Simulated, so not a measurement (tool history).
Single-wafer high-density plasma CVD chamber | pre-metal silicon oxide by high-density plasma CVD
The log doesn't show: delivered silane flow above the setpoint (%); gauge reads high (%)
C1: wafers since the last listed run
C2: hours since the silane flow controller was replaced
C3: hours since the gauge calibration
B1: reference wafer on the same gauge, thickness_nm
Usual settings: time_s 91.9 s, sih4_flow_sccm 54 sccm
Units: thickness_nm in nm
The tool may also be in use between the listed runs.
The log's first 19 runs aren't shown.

run 20 hour=846.2 | time_s=97 sih4_flow_sccm=45 | C1=649 C2=123.9 C3=54 | B1=558.578 | thickness_nm=387.524
run 21 hour=903.9 | time_s=91.9 sih4_flow_sccm=54 | C1=977 C2=181.6 C3=111.7 | B1=559.265 | thickness_nm=445.582
run 22 hour=966 | time_s=80 sih4_flow_sccm=60 | C1=1052 C2=243.7 C3=173.8 | B1=558.774 | thickness_nm=428.681
run 23 hour=993.2 | time_s=100.4 sih4_flow_sccm=50 | C1=460 C2=270.9 C3=201 | B1=559.34 | thickness_nm=447.384
run 24 hour=1036 | time_s=80.2 sih4_flow_sccm=54 | C1=725 C2=313.7 C3=243.8 | B1=559.627 | thickness_nm=385.19
run 25 hour=1076.4 | time_s=82.2 sih4_flow_sccm=48 | C1=684 C2=354.1 C3=284.2 | B1=558.612 | thickness_nm=349.722
-- hour=1094.2 silane flow controller replaced, repeated, since the last time left the tool worse
run 26 hour=1140.9 | time_s=91.9 sih4_flow_sccm=45 | C1=957 C2=46.7 C3=348.7 | B1=559.856 | thickness_nm=398.771
run 27 hour=1204.6 | time_s=83.6 sih4_flow_sccm=62 | C1=1079 C2=110.4 C3=412.4 | B1=558.406 | thickness_nm=493.488
run 28 hour=1241.3 | time_s=106.1 sih4_flow_sccm=47 | C1=621 C2=147.1 C3=449.1 | B1=558.68 | thickness_nm=477.396
run 29 hour=1309.4 | time_s=86.9 sih4_flow_sccm=57 | C1=1154 C2=215.2 C3=517.2 | B1=559.414 | thickness_nm=474.571

The next listed run, before its measurement:
run 30 hour=1344.9 | time_s=108.4 sih4_flow_sccm=54 | C1=601 C2=250.7 C3=552.7 | B1=? | thickness_nm=?

B1: 558.445
thickness_nm: 560.952 nm
Without the tool's hidden state the same run would have given thickness_nm 564.044 nm.
